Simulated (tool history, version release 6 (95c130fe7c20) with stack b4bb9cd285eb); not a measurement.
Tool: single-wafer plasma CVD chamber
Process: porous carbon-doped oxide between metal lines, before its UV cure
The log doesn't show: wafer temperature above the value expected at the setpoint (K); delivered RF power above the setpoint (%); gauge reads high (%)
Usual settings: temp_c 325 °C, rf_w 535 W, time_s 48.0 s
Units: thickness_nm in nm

run    day  temp_c  rf_w  time_s  wafers since the last listed run  hours since the last thermocouple change  hours since the last RF generator calibration  hours since the showerhead was replaced  hours since the gauge calibration  read-back reference wafer on the same gauge, thickness_nm  thickness_nm
  1  0.000     325   535    48.0                                 0                                     853.5                                         1259.4                                   6363.4                               39.2                                                    241.766       207.860
  2  0.417     325   535    48.0                               130                                     863.5                                         1269.4                                   6373.4                               49.2                                                    241.727       207.323
  3  0.729     325   535    48.0                                97                                     871.0                                         1276.9                                   6380.9                               56.7                                                    241.846       206.281
  4  1.275     325   535    48.0                               170                                     884.1                                         1290.0                                   6394.0                               69.8                                                    242.017       207.669
  5  1.650     325   535    48.0                               117                                     893.1                                         1299.0                                   6403.0                               78.8                                                    242.050       206.174
  6  2.350     325   535    48.0                               218                                     909.9                                         1315.8                                   6419.8                               95.6                                                    242.175       206.361
     3.308  -- thermocouple changed; heater temperature recalibrated
  7  3.329     331   535    48.0                               201                                       0.5                                         1339.3                                   6443.3                              119.1                                                    241.897       199.744
  8  3.512     325   535    48.0                                57                                       4.9                                         1343.7                                   6447.7                              123.5                                                    241.788       206.549
     3.629  -- gauge calibrated
     4.679  -- RF generator calibrated
  9  5.596     325   535    48.0                               546                                      54.9                                           22.0                                   6497.7                               47.2                                                    241.975       197.537
     6.412  -- RF generator calibrated, repeated, since the last time left the tool worse
 10  6.433     325   455    56.1                               157                                      75.0                                            0.5                                   6517.8                               67.3                                                    242.012       214.555
 11  6.892     314   475    38.5                               143                                      86.0                                           11.5                                   6528.8                               78.3                                                    242.062       168.658
     7.500  -- showerhead replaced
 12  7.521     325   595    48.0                                92                                     101.1                                           26.6                                      0.5                               93.4                                                    242.145       242.243
 13  7.771     325   440    48.0                                78                                     107.1                                           32.6                                      6.5                               99.4                                                    241.817       177.285
 14  8.225     325   435    50.4                               141                                     118.0                                           43.5                                     17.4                              110.3                                                    242.029       184.363
     9.508  -- gauge calibrated
 15  9.596     332   430    55.6                               428                                     150.9                                           76.4                                     50.3                                2.1                                                    242.172       190.893

The tool's hidden state at each run:
wafer temperature above the value expected at the setpoint (K): 0 in every run
gauge reads high (%): 0 in every run
H1: delivered RF power above the setpoint (%)
run      H1
  1   -6.11
  2   -6.16
  3   -6.19
  4   -6.25
  5    -6.3
  6   -6.38
  7   -6.49
  8   -6.51
  9   -10.3
 10  -0.115
 11  -0.168
 12  -0.241
 13   -0.27
 14  -0.322
 15   -0.48
